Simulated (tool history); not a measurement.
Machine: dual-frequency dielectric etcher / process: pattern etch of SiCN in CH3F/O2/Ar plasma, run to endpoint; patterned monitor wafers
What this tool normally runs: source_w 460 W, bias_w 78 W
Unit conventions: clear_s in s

run,hour,source_w,bias_w,"incoming incoming film thickness, nm",clear_s
1,0,510,78,9.12,21.3
2,59.2,510,78,9.18,21.1
3,92.8,460,91,9.26,20.5
4,163.5,460,91,9.18,20
5,231.9,460,78,9.26,21.9
6,272.4,460,78,9.19,21.7
7,296.4,460,78,9.24,21.9
# hour 350.2: upper electrode replaced
8,350.7,550,78,9.25,20.3
# hour 376.1: wet clean of the chamber
9,387.2,550,78,9.12,20.5
10,451.9,510,84,9.07,20.2
# hour 485.1: source power generator calibrated
11,505.7,460,78,9.26,22.4
12,560.9,460,89,9.09,20.3
13,631.7,510,94,9.17,18.9
14,676.2,560,84,9.27,19.5
15,710.2,360,78,9.17,24.2
16,738.3,360,78,9.19,24.3
# hour 770.1: bias power generator calibrated
# hour 800.5: wet clean of the chamber
17,803.1,460,78,9.18,22.3
18,859.8,510,78,9.19,21.2
19,908.7,430,86,9.27,21.7
20,970.5,530,70,9.07,21.6
21,1007.4,460,78,9.17,21.8
22,1053.8,570,70,9.24,21.3

Alternative continuations, all from the tool just after run 22; predict every row:
A,1054.2,460,78,9.25,?
B,1054.2,490,58,9.25,?
C,1054.2,570,65,9.25,?
D,1054.2,360,66,9.25,?
E,1054.2,520,97,9.25,?

run,clear_s
A,21.9
B,25.4
C,22.2
D,26.9
E,18.5
Without the tool's unlogged condition, the same runs would have read:
run,clear_s
A,22.4
B,25.9
C,22.6
D,27.4
E,18.9
